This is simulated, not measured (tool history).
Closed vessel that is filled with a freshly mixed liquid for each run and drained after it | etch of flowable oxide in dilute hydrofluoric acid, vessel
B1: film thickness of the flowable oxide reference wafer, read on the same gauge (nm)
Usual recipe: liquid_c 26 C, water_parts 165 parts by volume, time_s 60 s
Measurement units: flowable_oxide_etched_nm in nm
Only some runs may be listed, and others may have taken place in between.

{"run": 1, "hour": 0.0, "liquid_c": 26, "water_parts": 165, "time_s": 60, "B1": 150, "flowable_oxide_etched_nm": 22.79}
{"run": 2, "hour": 44.8, "liquid_c": 26, "water_parts": 165, "time_s": 60, "B1": 149.98, "flowable_oxide_etched_nm": 22.67}
{"run": 3, "hour": 74.9, "liquid_c": 26, "water_parts": 165, "time_s": 60, "B1": 150.01, "flowable_oxide_etched_nm": 22.33}
{"run": 4, "hour": 140.4, "liquid_c": 26, "water_parts": 165, "time_s": 60, "B1": 150.01, "flowable_oxide_etched_nm": 22.77}
{"run": 5, "hour": 188.3, "liquid_c": 26, "water_parts": 165, "time_s": 60, "B1": 149.99, "flowable_oxide_etched_nm": 22.81}
{"hour": 225.6, "done": "hydrofluoric acid flow meter replaced"}
{"run": 6, "hour": 236.1, "liquid_c": 26, "water_parts": 165, "time_s": 60, "B1": 150, "flowable_oxide_etched_nm": 23.13}
{"hour": 258.6, "done": "gauge calibrated"}
{"run": 7, "hour": 299.3, "liquid_c": 26, "water_parts": 165, "time_s": 60, "B1": 149.98, "flowable_oxide_etched_nm": 23.29}
{"run": 8, "hour": 328.9, "liquid_c": 26, "water_parts": 165, "time_s": 60, "B1": 150.01, "flowable_oxide_etched_nm": 23.54}
{"run": 9, "hour": 381.9, "liquid_c": 26, "water_parts": 130, "time_s": 60, "B1": 149.99, "flowable_oxide_etched_nm": 30.75}
{"run": 10, "hour": 431.0, "liquid_c": 26, "water_parts": 225, "time_s": 60, "B1": 149.98, "flowable_oxide_etched_nm": 16.17}
{"run": 11, "hour": 472.0, "liquid_c": 30, "water_parts": 110, "time_s": 60, "B1": 150, "flowable_oxide_etched_nm": 43.53}
{"run": 12, "hour": 543.5, "liquid_c": 26, "water_parts": 165, "time_s": 60, "B1": 150.01, "flowable_oxide_etched_nm": 23.73}
{"hour": 545.1, "done": "hydrofluoric acid flow meter replaced, repeated, since the last time left the tool worse"}
{"run": 13, "hour": 591.3, "liquid_c": 21.5, "water_parts": 145, "time_s": 35, "B1": 149.99, "flowable_oxide_etched_nm": 12.42}
{"run": 14, "hour": 642.0, "liquid_c": 29, "water_parts": 165, "time_s": 30, "B1": 150.01, "flowable_oxide_etched_nm": 12.29}
{"run": 15, "hour": 695.0, "liquid_c": 27.5, "water_parts": 220, "time_s": 60, "B1": 150.01, "flowable_oxide_etched_nm": 16.41}
{"run": 16, "hour": 744.1, "liquid_c": 30, "water_parts": 165, "time_s": 30, "B1": 149.99, "flowable_oxide_etched_nm": 12.83}
{"hour": 777.2, "done": "thermometer replaced"}
{"run": 17, "hour": 847.6, "liquid_c": 28.5, "water_parts": 165, "time_s": 60, "B1": 150.03, "flowable_oxide_etched_nm": 24.21}
{"run": 18, "hour": 918.5, "liquid_c": 26, "water_parts": 165, "time_s": 80, "B1": 149.99, "flowable_oxide_etched_nm": 29.41}
{"run": 19, "hour": 963.3, "liquid_c": 29.5, "water_parts": 165, "time_s": 50, "B1": 150.02, "flowable_oxide_etched_nm": 20.89}
{"run": 20, "hour": 996.6, "liquid_c": 23, "water_parts": 165, "time_s": 70, "B1": 150.02, "flowable_oxide_etched_nm": 23.07}
{"run": 21, "hour": 1032.5, "liquid_c": 26, "water_parts": 165, "time_s": 60, "B1": 150.03, "flowable_oxide_etched_nm": 22.26}
{"run": 22, "hour": 1098.9, "liquid_c": 26, "water_parts": 165, "time_s": 30, "B1": 149.99, "flowable_oxide_etched_nm": 11.12}
{"run": 23, "hour": 1161.8, "liquid_c": 27.5, "water_parts": 190, "time_s": 45, "B1": 150, "flowable_oxide_etched_nm": 14.95}
{"run": 24, "hour": 1217.1, "liquid_c": 24.5, "water_parts": 120, "time_s": 60, "B1": 150.02, "flowable_oxide_etched_nm": 30.7}
{"run": 25, "hour": 1265.0, "liquid_c": 31, "water_parts": 145, "time_s": 85, "B1": 150.01, "flowable_oxide_etched_nm": 44.2}

For run 26, what comes out?
{"run": 26, "hour": 1317.2, "liquid_c": 27.5, "water_parts": 220, "time_s": 60, "B1": "?", "flowable_oxide_etched_nm": "?"}

B1: 150.01
flowable_oxide_etched_nm: 16.5 nm
Take away the tool's hidden state, keep the run-to-run variation as it was, and the same run would have given flowable_oxide_etched_nm 16.17 nm.
